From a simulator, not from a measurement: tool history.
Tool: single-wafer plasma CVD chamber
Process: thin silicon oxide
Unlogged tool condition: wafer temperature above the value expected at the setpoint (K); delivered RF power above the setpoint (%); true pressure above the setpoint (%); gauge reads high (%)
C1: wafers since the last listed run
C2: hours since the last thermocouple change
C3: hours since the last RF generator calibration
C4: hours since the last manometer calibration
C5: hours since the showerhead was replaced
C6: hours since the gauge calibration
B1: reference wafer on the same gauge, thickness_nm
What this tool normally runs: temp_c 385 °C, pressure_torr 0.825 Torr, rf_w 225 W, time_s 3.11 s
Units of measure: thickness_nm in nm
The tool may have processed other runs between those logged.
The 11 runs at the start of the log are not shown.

Run 12, hour 1307.4: usual settings but temp_c 390 °C; C1 4241; C2 594.9; C3 804.3; C4 364.5; C5 708.5; C6 222.6; B1 5.019. Result: thickness_nm 5.206 nm.
Run 13, hour 1348.9: usual settings but pressure_torr 1.029 Torr, rf_w 180 W, time_s 3.49 s; C1 2157; C2 636.4; C3 845.8; C4 406.0; C5 750.0; C6 264.1; B1 5.009. Result: thickness_nm 6.580 nm.
Run 14, hour 1387.9: usual settings but temp_c 391 °C, pressure_torr 1.000 Torr, rf_w 205 W, time_s 2.70 s; C1 2027; C2 675.4; C3 884.8; C4 445.0; C5 789.0; C6 303.1; B1 5.017. Result: thickness_nm 5.154 nm.
Run 15, hour 1473.0: usual settings but pressure_torr 0.958 Torr, time_s 3.53 s; C1 4423; C2 760.5; C3 969.9; C4 530.1; C5 874.1; C6 388.2; B1 5.014. Result: thickness_nm 6.752 nm.
Run 16, hour 1725.9: usual settings but temp_c 373 °C, pressure_torr 0.632 Torr; C1 13146; C2 1013.4; C3 1222.8; C4 783.0; C5 1127.0; C6 641.1; B1 5.021. Result: thickness_nm 4.117 nm.
Run 17, hour 1793.2: usual settings but temp_c 375 °C, rf_w 205 W; C1 3498; C2 1080.7; C3 1290.1; C4 850.3; C5 1194.3; C6 708.4; B1 5.032. Result: thickness_nm 5.150 nm.
Run 18, hour 1898.1: usual settings; C1 5453; C2 1185.6; C3 1395.0; C4 955.2; C5 1299.2; C6 813.3; B1 5.019. Result: thickness_nm 5.295 nm.
Run 19, hour 1974.6: usual settings but pressure_torr 0.890 Torr, time_s 2.59 s; C1 3976; C2 1262.1; C3 1471.5; C4 1031.7; C5 1375.7; C6 889.8; B1 5.019. Result: thickness_nm 4.651 nm.
At hour 2035.0: RF generator calibrated.
Run 20, hour 2073.0: usual settings; C1 4699; C2 1360.5; C3 38.0; C4 1130.1; C5 1474.1; C6 988.2; B1 5.020. Result: thickness_nm 5.278 nm.
Run 21, hour 2116.0: usual settings but temp_c 381 °C, pressure_torr 0.764 Torr, rf_w 265 W, time_s 2.56 s; C1 2235; C2 1403.5; C3 81.0; C4 1173.1; C5 1517.1; C6 1031.2; B1 5.018. Result: thickness_nm 4.265 nm.
Run 22, hour 2168.8: usual settings but time_s 3.31 s; C1 2744; C2 1456.3; C3 133.8; C4 1225.9; C5 1569.9; C6 1084.0; B1 5.022. Result: thickness_nm 5.616 nm.
Run 23, hour 2229.2: usual settings; C1 3139; C2 1516.7; C3 194.2; C4 1286.3; C5 1630.3; C6 1144.4; B1 5.015. Result: thickness_nm 5.248 nm.
Run 24, hour 2323.0: usual settings but temp_c 391 °C, pressure_torr 1.000 Torr, rf_w 205 W, time_s 2.70 s; C1 4876; C2 1610.5; C3 288.0; C4 1380.1; C5 1724.1; C6 1238.2; B1 5.021. Result: thickness_nm 5.184 nm.
Run 25, hour 2389.5: usual settings but temp_c 390 °C, pressure_torr 0.767 Torr, rf_w 180 W; C1 3456; C2 1677.0; C3 354.5; C4 1446.6; C5 1790.6; C6 1304.7; B1 5.018. Result: thickness_nm 4.605 nm.
Run 26, hour 2519.0: usual settings but rf_w 200 W; C1 6731; C2 1806.5; C3 484.0; C4 1576.1; C5 1920.1; C6 1434.2; B1 5.019. Result: thickness_nm 5.065 nm.
Run 27, hour 2583.2: usual settings but rf_w 200 W; C1 3337; C2 1870.7; C3 548.2; C4 1640.3; C5 1984.3; C6 1498.4; B1 5.027. Result: thickness_nm 5.099 nm.
Run 28, hour 2669.2: usual settings but temp_c 399 °C, pressure_torr 1.021 Torr; C1 4470; C2 1956.7; C3 634.2; C4 1726.3; C5 2070.3; C6 1584.4; B1 5.016. Result: thickness_nm 6.094 nm.
Run 29, hour 2718.5: usual settings but pressure_torr 0.747 Torr, time_s 2.88 s; C1 2562; C2 2006.0; C3 683.5; C4 1775.6; C5 2119.6; C6 1633.7; B1 5.023. Result: thickness_nm 4.438 nm.
Run 30, hour 2933.8: usual settings but temp_c 378 °C, pressure_torr 1.024 Torr, rf_w 245 W; C1 11192; C2 2221.3; C3 898.8; C4 1990.9; C5 2334.9; C6 1849.0; B1 5.021. Result: thickness_nm 6.387 nm.

Alternative continuations, all from the tool just after run 30; predict every row:
Run A, hour 2934.2: usual settings; C1 20; C2 2221.7; C3 899.2; C4 1991.3; C5 2335.3; C6 1849.4; B1 ?. Result: thickness_nm ?.
Run B, hour 2934.2: usual settings but rf_w 195 W, time_s 2.93 s; C1 20; C2 2221.7; C3 899.2; C4 1991.3; C5 2335.3; C6 1849.4; B1 ?. Result: thickness_nm ?.
Run C, hour 2934.2: usual settings but temp_c 372 °C; C1 20; C2 2221.7; C3 899.2; C4 1991.3; C5 2335.3; C6 1849.4; B1 ?. Result: thickness_nm ?.

run     B1  thickness_nm
  A  5.019         5.251
  B  5.019         4.745
  C  5.019         5.303
Take away the tool's hidden state, keep each run's random variation, and the runs would have read:
run  thickness_nm
  A         5.251
  B         4.745
  C         5.303
